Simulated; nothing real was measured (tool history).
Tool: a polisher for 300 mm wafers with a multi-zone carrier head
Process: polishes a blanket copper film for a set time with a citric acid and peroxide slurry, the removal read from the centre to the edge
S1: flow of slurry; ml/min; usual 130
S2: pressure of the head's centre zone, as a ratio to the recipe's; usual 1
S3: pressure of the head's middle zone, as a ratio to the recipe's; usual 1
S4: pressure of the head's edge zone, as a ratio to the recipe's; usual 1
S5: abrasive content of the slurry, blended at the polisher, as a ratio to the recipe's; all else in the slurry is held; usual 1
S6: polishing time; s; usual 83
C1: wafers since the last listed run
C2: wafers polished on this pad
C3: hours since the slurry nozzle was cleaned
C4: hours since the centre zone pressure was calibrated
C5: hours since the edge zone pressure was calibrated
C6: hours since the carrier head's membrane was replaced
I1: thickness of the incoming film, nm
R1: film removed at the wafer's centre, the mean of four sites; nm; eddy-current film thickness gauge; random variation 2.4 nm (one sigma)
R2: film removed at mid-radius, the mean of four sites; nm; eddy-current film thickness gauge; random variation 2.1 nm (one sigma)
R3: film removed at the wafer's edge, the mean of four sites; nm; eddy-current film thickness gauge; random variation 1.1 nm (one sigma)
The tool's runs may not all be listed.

| run | day | S1 | S2 | S3 | S4 | S5 | S6 | C1 | C2 | C3 | C4 | C5 | C6 | I1 | R1 | R2 | R3 |
|---|---|---|---|---|---|---|---|---|---|---|---|---|---|---|---|---|---|
| 1 | 0 | 130 | 1 | 1 | 1 | 1 | 83 | 0 | 564 | 80.9 | 821.7 | 1240.7 | 1125.2 | 980.8 | 156.6 | 182.5 | 175.7 |
| 2 | 0.846 | 130 | 1 | 1 | 1 | 1 | 83 | 290 | 854 | 101.2 | 842 | 1261 | 1145.5 | 973.4 | 160.4 | 180.6 | 174.5 |
| 3 | 3.533 | 130 | 1 | 1 | 1 | 1 | 83 | 922 | 1777 | 165.7 | 906.5 | 1325.5 | 1210 | 980.2 | 159.8 | 180.7 | 172.4 |
|  | 4.908 | worn pad replaced by a new one |
| 4 | 4.921 | 130 | 1 | 1 | 1 | 0.8 | 83 | 419 | 4 | 199 | 939.8 | 1358.8 | 1243.3 | 987.8 | 152.7 | 174.4 | 166.9 |
| 5 | 6.158 | 130 | 1 | 1 | 1 | 1.15 | 83 | 424 | 429 | 228.7 | 969.5 | 1388.5 | 1273 | 990 | 164.1 | 182.2 | 178.2 |
| 6 | 6.829 | 130 | 1 | 1 | 1 | 1 | 83 | 230 | 659 | 244.8 | 985.6 | 1404.6 | 1289.1 | 984.6 | 160.3 | 175.8 | 173.9 |
| 7 | 8.217 | 130 | 1 | 1 | 1 | 1 | 83 | 476 | 1136 | 278.1 | 1018.9 | 1437.9 | 1322.4 | 990.9 | 161.6 | 182 | 173.3 |
| 8 | 9.588 | 130 | 1 | 1 | 1 | 1 | 83 | 470 | 1606 | 311 | 1051.8 | 1470.8 | 1355.3 | 980.4 | 156.6 | 183.5 | 173.8 |
|  | 10.521 | slurry nozzle cleaned |
|  | 10.658 | centre zone pressure recalibrated |
|  | 10.725 | worn pad replaced by a new one |
| 9 | 11.046 | 130 | 1 | 1 | 1 | 1 | 83 | 434 | 110 | 12.6 | 9.3 | 1505.8 | 1390.3 | 992.5 | 177.5 | 179.1 | 173.6 |
| 10 | 12.325 | 130 | 1 | 1 | 1 | 1 | 83 | 439 | 549 | 43.3 | 40 | 1536.5 | 1421 | 981.6 | 175.4 | 179.5 | 175.7 |
| 11 | 13.596 | 130 | 0.89 | 1 | 1.06 | 1 | 83 | 436 | 985 | 73.8 | 70.5 | 1567 | 1451.5 | 978.5 | 156 | 180 | 178.7 |
|  | 14.192 | edge zone pressure recalibrated |
| 12 | 14.212 | 130 | 1 | 1 | 1 | 1 | 83 | 183 | 1168 | 88.6 | 85.3 | 0.5 | 1466.3 | 966.7 | 165.8 | 180.4 | 174.3 |
| 13 | 15.304 | 130 | 0.91 | 1 | 0.96 | 1 | 83 | 374 | 1543 | 114.8 | 111.5 | 26.7 | 1492.5 | 983.6 | 155 | 179.4 | 171 |
|  | 16.012 | worn pad replaced by a new one |
| 14 | 16.712 | 130 | 0.9 | 1 | 1 | 1 | 83 | 426 | 239 | 148.6 | 145.3 | 60.5 | 1526.3 | 982.7 | 159.8 | 177.9 | 172.4 |
| 15 | 17.588 | 130 | 1 | 1 | 1.09 | 0.75 | 111 | 300 | 540 | 169.6 | 166.3 | 81.5 | 1547.3 | 960.3 | 213 | 231.1 | 231.4 |
| 16 | 18.146 | 130 | 1 | 1 | 0.89 | 1 | 83 | 191 | 731 | 183 | 179.7 | 94.9 | 1560.7 | 977.4 | 167.8 | 181.6 | 163.4 |
| 17 | 19.183 | 130 | 1 | 1 | 1 | 1 | 83 | 356 | 1088 | 207.9 | 204.6 | 119.8 | 1585.6 | 958 | 167.9 | 181.9 | 174 |
| 18 | 20.4 | 130 | 1 | 1.12 | 1 | 1 | 83 | 417 | 1505 | 237.1 | 233.8 | 149 | 1614.8 | 985.1 | 162.7 | 193.3 | 174.2 |
|  | 21.462 | worn pad replaced by a new one |
|  | 21.688 | carrier head's membrane replaced by a new one |
| 19 | 21.708 | 145 | 1 | 1.09 | 0.94 | 1 | 83 | 320 | 13 | 268.5 | 265.2 | 180.4 | 0.5 | 978 | 168.7 | 194 | 171.2 |
| 20 | 22.779 | 130 | 1 | 1 | 1 | 1 | 83 | 367 | 380 | 294.2 | 290.9 | 206.1 | 26.2 | 972.3 | 163.5 | 182 | 175.7 |
|  | 24.717 | slurry nozzle cleaned |
|  | 26.438 | worn pad replaced by a new one |
| 21 | 26.992 | 130 | 1 | 0.94 | 1 | 1 | 83 | 1374 | 189 | 54.6 | 392 | 307.2 | 127.3 | 962.2 | 163.3 | 168 | 174.8 |
| 22 | 28.054 | 130 | 1.09 | 1 | 1 | 1 | 83 | 364 | 554 | 80.1 | 417.5 | 332.7 | 152.8 | 978.4 | 174 | 179.4 | 176.6 |

Hidden state at the last listed run before each entry between runs and at the first one after, where it differs:
Between runs 3 and 4: worn pad replaced by a new one (day 4.908)
  deviation of the centre zone's pressure from its setpoint, %: -10.8 -> -10.9
  measured less the result without the state, R1: -16.2 -> -15.6 nm
Between runs 8 and 9: slurry nozzle cleaned (day 10.521); centre zone pressure recalibrated (day 10.658); worn pad replaced by a new one (day 10.725)
  deviation of the centre zone's pressure from its setpoint, %: -11.1 -> -0.255
  measured less the result without the state, R1: -16.4 -> -0.4 nm
Between runs 11 and 12: edge zone pressure recalibrated (day 14.192)
  deviation of the centre zone's pressure from its setpoint, %: -2.38 -> -2.84
  measured less the result without the state, R1: -3.2 -> -4.1 nm
Between runs 13 and 14: worn pad replaced by a new one (day 16.012)
  deviation of the centre zone's pressure from its setpoint, %: -3.6 -> -4.49
  measured less the result without the state, R1: -5 -> -6.4 nm
Between runs 18 and 19: worn pad replaced by a new one (day 21.462); carrier head's membrane replaced by a new one (day 21.688)
  deviation of the centre zone's pressure from its setpoint, %: -6.42 -> -6.99
  measured less the result without the state, R1: -9.5 -> -10.7 nm
Between runs 20 and 21: slurry nozzle cleaned (day 24.717); worn pad replaced by a new one (day 26.438)
  deviation of the centre zone's pressure from its setpoint, %: -7.41 -> -8.79
  measured less the result without the state, R1: -11.1 -> -13.2 nm

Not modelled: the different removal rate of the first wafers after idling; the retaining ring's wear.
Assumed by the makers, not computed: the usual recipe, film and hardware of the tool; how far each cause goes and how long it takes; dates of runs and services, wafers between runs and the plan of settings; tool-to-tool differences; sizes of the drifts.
